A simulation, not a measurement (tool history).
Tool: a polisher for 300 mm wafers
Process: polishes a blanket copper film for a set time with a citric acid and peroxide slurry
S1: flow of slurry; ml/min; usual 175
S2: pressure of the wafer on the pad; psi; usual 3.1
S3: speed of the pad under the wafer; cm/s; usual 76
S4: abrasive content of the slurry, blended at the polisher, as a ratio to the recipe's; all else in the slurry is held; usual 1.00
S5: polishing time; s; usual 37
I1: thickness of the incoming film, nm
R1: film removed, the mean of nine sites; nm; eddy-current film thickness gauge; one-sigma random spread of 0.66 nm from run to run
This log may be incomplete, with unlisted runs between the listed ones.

run   hour   S1   S2   S3    S4  S5     I1    R1
  1    0.0  175  3.1   76  1.00  37  622.3  56.5
  2   13.4  175  3.1   76  1.00  37  621.4  55.7
  3   30.3  175  3.1   76  1.00  37  620.2  53.4
      39.5  -- worn pad replaced by a new one
  4   45.6  175  3.1   76  1.00  37  632.1  59.9
  5   54.5  175  3.1   76  1.00  37  617.5  60.7
  6   72.2  175  3.1   76  1.00  37  611.0  59.7
  7   78.5  175  3.1   76  1.00  37  618.1  59.8
      84.6  -- slurry nozzle cleaned
  8   93.3  175  3.1   76  1.00  37  611.7  66.5
  9  101.7  175  3.1   76  1.00  37  626.5  65.5
 10  112.5  175  3.1   76  1.00  37  615.6  64.1
 11  120.8  175  3.1   76  1.00  37  620.1  61.8
 12  138.6  175  3.1   76  1.00  37  608.7  62.2
 13  147.7  175  3.1   76  1.00  37  627.6  60.8
     157.0  -- worn pad replaced by a new one
     171.1  -- head pressure recalibrated
     175.6  -- slurry blender recalibrated
 14  196.5  195  4.0   76  0.90  37  624.1  79.8
 15  210.8  175  3.1   76  1.00  37  613.9  64.2
 16  220.5  175  3.6   52  0.75  37  619.2  46.4
 17  231.0  175  3.1   76  1.00  37  615.0  62.8
 18  242.6  175  3.1   66  1.00  37  623.6  52.9
 19  260.2  175  2.7  100  1.00  30  607.2  55.2
     273.6  -- worn pad replaced by a new one
 20  274.1  195  3.1   76  0.75  47  626.2  79.2
 21  286.5  175  3.5   76  1.10  37  625.1  72.7
 22  302.9  175  3.1   76  1.00  37  620.9  63.7
 23  313.6  190  3.1   76  1.00  37  612.1  65.4
 24  324.1  230  3.1   76  0.70  37  626.9  61.1
 25  339.5  175  3.1   62  1.00  27  610.4  36.6
 26  355.3  140  3.8   76  1.00  27  618.5  48.5
     366.3  -- slurry blender recalibrated
 27  366.8  175  3.1   54  1.30  37  626.9  45.7
     381.6  -- worn pad replaced by a new one
 28  382.1  190  4.0   76  0.70  43  629.6  84.6
 29  431.2  175  3.5   76  1.00  37  612.1  67.2
 30  445.3  175  3.1   76  0.85  47  613.4  74.7
 31  451.4  175  3.1   76  1.00  37  612.7  58.5

Some steps in R1 between neighbouring runs. How much of each would the tool show without its hidden state too (settings, what came in, random variation), and how much is left for the hidden state, with any gauge scatter that isn't in both results?
The tool's hidden condition here consists of: removal rate lost through wear of the pad, %; slurry flow missing at the pad, %; deviation of the head's pressure from its setpoint, %; abrasive missing from the slurry, %.
Run 3 -> 4: worn pad replaced by a new one. R1 +6.5 nm: hidden state +7.7, all else -1.2.
Run 7 -> 8: slurry nozzle cleaned. R1 +6.7 nm: hidden state +5.8, all else +0.9.
Run 13 -> 14: S1 175 -> 195, S2 3.1 -> 4.0, S4 1.00 -> 0.90, worn pad replaced by a new one, head pressure recalibrated, slurry blender recalibrated. R1 +19.0 nm: hidden state +4.9, all else +14.1.
Run 19 -> 20: S1 175 -> 195, S2 2.7 -> 3.1, S3 100 -> 76, S4 1.00 -> 0.75, S5 30 -> 47, worn pad replaced by a new one. R1 +24.0 nm: hidden state +4.6, all else +19.4.
Run 24 -> 25: S1 230 -> 175, S3 76 -> 62, S4 0.70 -> 1.00, S5 37 -> 27. R1 -24.5 nm: hidden state +0.5, all else -25.0.
Run 27 -> 28: S1 175 -> 190, S2 3.1 -> 4.0, S3 54 -> 76, S4 1.30 -> 0.70, S5 37 -> 43, worn pad replaced by a new one. R1 +38.9 nm: hidden state -0.3, all else +39.2.

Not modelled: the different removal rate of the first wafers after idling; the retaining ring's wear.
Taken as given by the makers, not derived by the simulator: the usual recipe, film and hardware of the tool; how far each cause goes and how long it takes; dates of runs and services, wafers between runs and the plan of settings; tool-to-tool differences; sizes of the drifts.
